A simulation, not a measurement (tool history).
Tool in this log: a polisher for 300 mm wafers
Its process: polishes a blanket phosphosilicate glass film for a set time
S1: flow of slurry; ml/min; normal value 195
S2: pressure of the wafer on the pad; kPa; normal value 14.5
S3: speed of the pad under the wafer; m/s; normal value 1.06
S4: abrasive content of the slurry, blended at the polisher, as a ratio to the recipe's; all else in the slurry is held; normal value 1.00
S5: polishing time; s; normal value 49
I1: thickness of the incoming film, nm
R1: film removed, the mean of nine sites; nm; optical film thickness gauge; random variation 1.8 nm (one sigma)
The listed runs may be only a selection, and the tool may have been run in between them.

run	day	S1	S2	S3	S4	S5	I1	R1
1	0.000	175	14.5	1.06	1.00	49	1994.4	232.2
# day 1.767: slurry nozzle cleaned
2	4.458	175	14.5	1.06	1.00	49	1949.9	230.5
# day 7.371: slurry blender recalibrated
3	7.400	175	14.5	1.06	1.00	49	1972.4	232.4
4	10.633	195	14.5	0.76	1.00	49	2002.3	176.7
# day 11.708: worn pad replaced by a new one
5	13.446	195	17.9	1.06	1.15	49	2013.8	308.5
6	17.108	195	14.5	1.06	1.00	49	1991.3	234.5
7	19.117	195	14.5	0.90	1.30	44	1983.9	213.9
8	24.492	195	14.5	1.06	0.70	35	1965.6	123.4
9	26.696	195	14.5	0.90	1.30	44	1979.5	217.1
10	30.508	195	14.5	1.06	0.80	42	1991.6	167.4
# day 30.754: slurry nozzle cleaned
# day 31.462: conditioning disc replaced and pad reconditioned
11	33.567	195	19.3	1.06	1.00	49	2009.4	288.7
12	36.054	195	14.5	0.68	1.30	49	2004.6	191.2
# day 37.204: slurry blender recalibrated
13	38.317	195	14.5	1.06	1.00	49	1979.7	233.5
# day 41.629: head pressure recalibrated
14	42.400	195	14.5	1.06	1.00	49	1964.5	230.2
15	44.804	195	15.9	1.06	1.00	49	1990.4	246.1
# day 47.625: worn pad replaced by a new one
16	48.475	195	14.5	1.06	1.00	49	1976.6	240.7
17	51.283	165	14.5	0.88	1.15	37	1962.7	167.0
18	53.838	195	14.5	1.06	1.00	49	1990.6	237.3
19	55.350	195	14.5	1.06	1.00	49	1987.3	239.8
20	58.479	195	14.5	0.90	1.30	44	1958.2	218.8
# day 59.229: slurry nozzle cleaned
# day 60.638: conditioning disc replaced and pad reconditioned
21	62.512	195	18.6	0.76	0.70	49	1970.9	158.5
22	65.183	195	14.5	0.84	0.80	49	1952.1	162.4
# day 67.133: slurry blender recalibrated
23	67.758	195	14.5	1.06	1.00	49	2003.7	238.3
24	69.829	195	14.5	1.06	1.00	44	1971.5	210.7
# day 81.075: worn pad replaced by a new one
25	83.071	230	14.5	1.22	1.00	66	1940.9	366.2
26	87.350	195	14.5	1.06	1.00	34	1950.0	165.1

Here are 3 independent what-if runs from the current tool condition. What would each one return?
A	87.367	195	11.0	1.06	1.00	49	1996.2	?
B	87.367	230	14.5	0.68	0.80	42	1996.2	?
C	87.367	195	14.5	1.24	1.00	44	1996.2	?

run	R1
A	197.0
B	121.9
C	243.4
With no hidden state in the tool, these same runs would have given:
run	R1
A	198.6
B	122.8
C	245.3
